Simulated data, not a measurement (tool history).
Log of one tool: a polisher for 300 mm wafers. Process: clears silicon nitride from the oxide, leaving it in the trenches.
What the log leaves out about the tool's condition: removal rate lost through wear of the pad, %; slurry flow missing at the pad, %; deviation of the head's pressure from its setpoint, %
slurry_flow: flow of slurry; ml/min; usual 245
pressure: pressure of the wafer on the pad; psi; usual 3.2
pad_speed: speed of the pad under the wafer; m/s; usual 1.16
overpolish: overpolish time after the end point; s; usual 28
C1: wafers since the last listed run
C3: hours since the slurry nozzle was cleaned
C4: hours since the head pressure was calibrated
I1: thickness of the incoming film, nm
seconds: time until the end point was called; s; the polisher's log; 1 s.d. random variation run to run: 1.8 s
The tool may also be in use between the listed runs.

run 1 hour=0 | slurry_flow=245 pressure=3.2 pad_speed=0.92 overpolish=15 | C1=0 wafers_polished_on_this_pad=4423 C3=222.8 C4=18.4 | I1=129.8 | seconds=139.9
-- hour=47 worn pad replaced by a new one
run 2 hour=56.3 | slurry_flow=245 pressure=3.2 pad_speed=1.16 overpolish=28 | C1=494 wafers_polished_on_this_pad=87 C3=279.1 C4=74.7 | I1=130.1 | seconds=99.4
run 3 hour=84.4 | slurry_flow=245 pressure=3.2 pad_speed=1.16 overpolish=28 | C1=265 wafers_polished_on_this_pad=353 C3=307.2 C4=102.8 | I1=129.2 | seconds=99.5
run 4 hour=132.2 | slurry_flow=300 pressure=3.2 pad_speed=1.16 overpolish=28 | C1=452 wafers_polished_on_this_pad=805 C3=355 C4=150.6 | I1=129.3 | seconds=100.3
run 5 hour=191.5 | slurry_flow=300 pressure=3.2 pad_speed=1.16 overpolish=28 | C1=560 wafers_polished_on_this_pad=1366 C3=414.3 C4=209.9 | I1=129.2 | seconds=97
run 6 hour=219.1 | slurry_flow=245 pressure=3.2 pad_speed=1.16 overpolish=28 | C1=261 wafers_polished_on_this_pad=1627 C3=441.9 C4=237.5 | I1=129 | seconds=102.8
run 7 hour=251.6 | slurry_flow=245 pressure=3.2 pad_speed=1.16 overpolish=28 | C1=307 wafers_polished_on_this_pad=1935 C3=474.4 C4=270 | I1=129 | seconds=100.5
run 8 hour=287.1 | slurry_flow=245 pressure=3.2 pad_speed=1.16 overpolish=28 | C1=335 wafers_polished_on_this_pad=2271 C3=509.9 C4=305.5 | I1=130.2 | seconds=103.6
run 9 hour=342.5 | slurry_flow=275 pressure=3.2 pad_speed=1.16 overpolish=28 | C1=524 wafers_polished_on_this_pad=2795 C3=565.3 C4=360.9 | I1=131.2 | seconds=103.5
run 10 hour=405.8 | slurry_flow=275 pressure=3.2 pad_speed=1.16 overpolish=28 | C1=598 wafers_polished_on_this_pad=3393 C3=628.6 C4=424.2 | I1=127.4 | seconds=99.6
-- hour=410 slurry nozzle cleaned
run 11 hour=461.4 | slurry_flow=245 pressure=3.2 pad_speed=1.16 overpolish=28 | C1=516 wafers_polished_on_this_pad=3910 C3=51.4 C4=479.8 | I1=132.5 | seconds=106.5
run 12 hour=491.7 | slurry_flow=245 pressure=3.2 pad_speed=1.16 overpolish=28 | C1=286 wafers_polished_on_this_pad=4196 C3=81.7 C4=510.1 | I1=132.8 | seconds=108
-- hour=535.3 worn pad replaced by a new one
run 13 hour=545.7 | slurry_flow=245 pressure=3.2 pad_speed=1.16 overpolish=28 | C1=472 wafers_polished_on_this_pad=98 C3=135.7 C4=564.1 | I1=132.1 | seconds=93.9
run 14 hour=603.8 | slurry_flow=245 pressure=3.7 pad_speed=1.16 overpolish=28 | C1=549 wafers_polished_on_this_pad=648 C3=193.8 C4=622.2 | I1=128.7 | seconds=82.9
-- hour=626 head pressure recalibrated
run 15 hour=660.9 | slurry_flow=175 pressure=2.4 pad_speed=1.16 overpolish=15 | C1=521 wafers_polished_on_this_pad=1169 C3=250.9 C4=34.9 | I1=128.2 | seconds=133.5
run 16 hour=725.5 | slurry_flow=325 pressure=3.2 pad_speed=1.16 overpolish=17 | C1=611 wafers_polished_on_this_pad=1780 C3=315.5 C4=99.5 | I1=131.2 | seconds=101
run 17 hour=769.8 | slurry_flow=245 pressure=3.2 pad_speed=1.16 overpolish=28 | C1=419 wafers_polished_on_this_pad=2199 C3=359.8 C4=143.8 | I1=130 | seconds=104.4
run 18 hour=812.6 | slurry_flow=245 pressure=3.2 pad_speed=1.48 overpolish=28 | C1=404 wafers_polished_on_this_pad=2604 C3=402.6 C4=186.6 | I1=131.5 | seconds=86.5
run 19 hour=873 | slurry_flow=245 pressure=2.2 pad_speed=1.16 overpolish=34 | C1=571 wafers_polished_on_this_pad=3175 C3=463 C4=247 | I1=129.6 | seconds=136.6
run 20 hour=919.3 | slurry_flow=315 pressure=3.2 pad_speed=1.16 overpolish=19 | C1=437 wafers_polished_on_this_pad=3613 C3=509.3 C4=293.3 | I1=128 | seconds=99.6
-- hour=954.7 slurry nozzle cleaned
run 21 hour=956.8 | slurry_flow=195 pressure=4.1 pad_speed=1.16 overpolish=40 | C1=345 wafers_polished_on_this_pad=3958 C3=2.1 C4=330.8 | I1=129.5 | seconds=85.4
run 22 hour=1017.4 | slurry_flow=245 pressure=3.5 pad_speed=1.16 overpolish=37 | C1=573 wafers_polished_on_this_pad=4532 C3=62.7 C4=391.4 | I1=128.5 | seconds=94.8
run 23 hour=1049.1 | slurry_flow=245 pressure=3.2 pad_speed=1.16 overpolish=28 | C1=299 wafers_polished_on_this_pad=4831 C3=94.4 C4=423.1 | I1=128.2 | seconds=101.3
-- hour=1061.8 worn pad replaced by a new one
run 24 hour=1233.1 | slurry_flow=315 pressure=3.2 pad_speed=1.16 overpolish=19 | C1=1702 wafers_polished_on_this_pad=1620 C3=278.4 C4=607.1 | I1=129.4 | seconds=98.9
-- hour=1354.2 head pressure recalibrated
run 25 hour=1433.4 | slurry_flow=245 pressure=2.5 pad_speed=1.16 overpolish=42 | C1=1875 wafers_polished_on_this_pad=3496 C3=478.7 C4=79.2 | I1=128.3 | seconds=136.2

Run 26 has not been measured yet. What should we expect?
run 26 hour=1466.9 | slurry_flow=190 pressure=3.2 pad_speed=1.44 overpolish=28 | C1=316 wafers_polished_on_this_pad=3813 C3=512.2 C4=112.7 | I1=129 | seconds=?

seconds: 91.1 s
Without the tool's hidden state the same run would have given seconds 81.6 s.

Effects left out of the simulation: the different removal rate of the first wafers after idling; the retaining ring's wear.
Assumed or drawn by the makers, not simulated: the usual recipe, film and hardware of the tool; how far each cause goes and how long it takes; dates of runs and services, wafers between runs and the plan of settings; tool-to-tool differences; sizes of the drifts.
